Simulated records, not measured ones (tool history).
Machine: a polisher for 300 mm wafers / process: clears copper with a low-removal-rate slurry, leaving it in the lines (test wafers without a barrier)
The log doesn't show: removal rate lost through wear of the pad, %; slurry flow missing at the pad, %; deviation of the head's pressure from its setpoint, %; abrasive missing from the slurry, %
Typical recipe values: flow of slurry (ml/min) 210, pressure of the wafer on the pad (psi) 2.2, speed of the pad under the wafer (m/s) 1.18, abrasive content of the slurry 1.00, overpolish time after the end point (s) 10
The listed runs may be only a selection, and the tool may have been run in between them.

run,hour,flow of slurry (ml/min),pressure of the wafer on the pad (psi),speed of the pad under the wafer (m/s),abrasive content of the slurry,overpolish time after the end point (s),wafers since the last listed run,wafers polished on this pad,hours since the slurry nozzle was cleaned,hours since the head pressure was calibrated,hours since the slurry blender was calibrated,"incoming thickness of the incoming film, nm",time until the end point was called (s),dishing of a wide line in a test structure (nm)
1,0.0,210,2.2,1.18,0.85,10,0,637,330.9,93.9,195.0,278.3,106.0,16.5
# hour 62.6: slurry nozzle cleaned
2,99.7,210,2.2,1.18,1.00,10,449,1087,37.1,193.6,294.7,282.7,93.3,18.3
3,173.8,210,2.2,1.18,1.00,10,337,1424,111.2,267.7,368.8,280.3,93.0,18.0
# hour 201.6: slurry blender recalibrated
4,223.9,210,2.2,1.18,1.00,10,218,1643,161.3,317.8,22.3,276.3,93.1,18.1
# hour 267.6: worn pad replaced by a new one
5,330.4,210,2.2,1.18,1.00,10,466,285,267.8,424.3,128.8,280.0,97.3,18.0
6,379.0,210,2.2,1.18,1.00,10,221,507,316.4,472.9,177.4,280.6,96.7,17.4
# hour 437.6: slurry nozzle cleaned
7,456.7,210,2.2,1.18,1.00,10,349,856,19.1,550.6,255.1,279.4,93.0,18.1
8,512.5,210,2.2,1.18,1.00,11,253,1110,74.9,606.4,310.9,281.2,92.9,18.9
# hour 542.6: slurry blender recalibrated
9,580.4,210,2.2,1.18,1.00,11,299,1410,142.8,674.3,37.8,279.5,95.6,19.2
10,624.3,210,2.2,1.50,1.00,10,199,1609,186.7,718.2,81.7,279.9,75.0,21.4
# hour 668.4: worn pad replaced by a new one
11,703.6,210,2.2,1.50,1.00,10,342,160,266.0,797.5,161.0,275.8,76.2,21.3
# hour 715.8: head pressure recalibrated
12,743.3,210,2.2,1.18,1.00,10,171,331,305.7,27.5,200.7,280.3,97.5,17.6
13,806.5,210,2.2,1.18,1.00,10,287,619,368.9,90.7,263.9,278.6,99.1,17.4
# hour 824.8: slurry nozzle cleaned
# hour 853.3: slurry blender recalibrated
14,899.7,210,2.2,1.18,1.00,10,410,1030,74.9,183.9,46.4,279.8,93.8,18.1
# hour 986.4: worn pad replaced by a new one
15,992.9,210,2.2,1.18,1.00,10,405,29,168.1,277.1,139.6,277.5,94.8,18.0
16,1046.0,210,2.2,1.18,1.00,10,241,271,221.2,330.2,192.7,274.2,97.3,17.4
17,1135.1,210,2.2,1.18,1.00,11,405,676,310.3,419.3,281.8,282.9,101.6,18.4
# hour 1183.6: slurry blender recalibrated
18,1218.6,180,2.5,1.18,0.80,10,370,1047,393.8,502.8,35.0,278.0,104.7,16.6
# hour 1231.7: slurry nozzle cleaned
19,1264.5,175,1.4,1.18,1.00,12,204,1252,32.8,548.7,80.9,280.9,131.3,16.1
# hour 1311.0: worn pad replaced by a new one
20,1341.9,280,2.2,1.06,1.00,10,334,140,110.2,626.1,158.3,275.9,99.6,17.0
21,1389.8,210,2.2,1.52,1.00,10,217,358,158.1,674.0,206.2,281.9,73.9,21.9
# hour 1440.0: head pressure recalibrated
22,1451.3,210,2.2,1.18,0.85,10,270,629,219.6,11.3,267.7,276.6,100.8,17.1
23,1502.1,210,2.2,1.18,1.00,16,231,860,270.4,62.1,318.5,281.5,99.0,24.8
# hour 1519.7: slurry blender recalibrated
24,1566.4,210,2.2,1.18,1.00,10,283,1144,334.7,126.4,46.7,282.3,99.5,17.5
# hour 1596.6: slurry nozzle cleaned
25,1625.5,165,1.6,1.48,1.00,12,264,1408,28.9,185.5,105.8,277.9,94.6,20.6
# hour 1676.9: worn pad replaced by a new one
26,1677.4,270,2.2,1.18,1.00,10,217,2,80.8,237.4,157.7,283.1,92.2,18.5
27,1739.6,210,2.2,1.18,1.00,15,283,285,143.0,299.6,219.9,275.7,94.2,24.4
28,1802.7,210,1.4,0.88,1.00,10,287,572,206.1,362.7,283.0,279.9,177.7,10.9

What was the tool's hidden state at every run in the log?
removal rate lost through wear of the pad, %: 0 across all the runs
deviation of the head's pressure from its setpoint, %: 0 across all the runs
abrasive missing from the slurry, %: 0 across all the runs
H1: slurry flow missing at the pad, %
run,H1
1,40.8
2,4.57
3,12.8
4,18.3
5,30.2
6,35.6
7,2.37
8,8.56
9,16.1
10,21
11,29.8
12,34.2
13,41.2
14,15.3
15,25.7
16,31.6
17,41.5
18,50.7
19,4.52
20,13.1
21,18.4
22,25.2
23,30.9
24,38
25,3.47
26,9.23
27,16.1
28,23.1
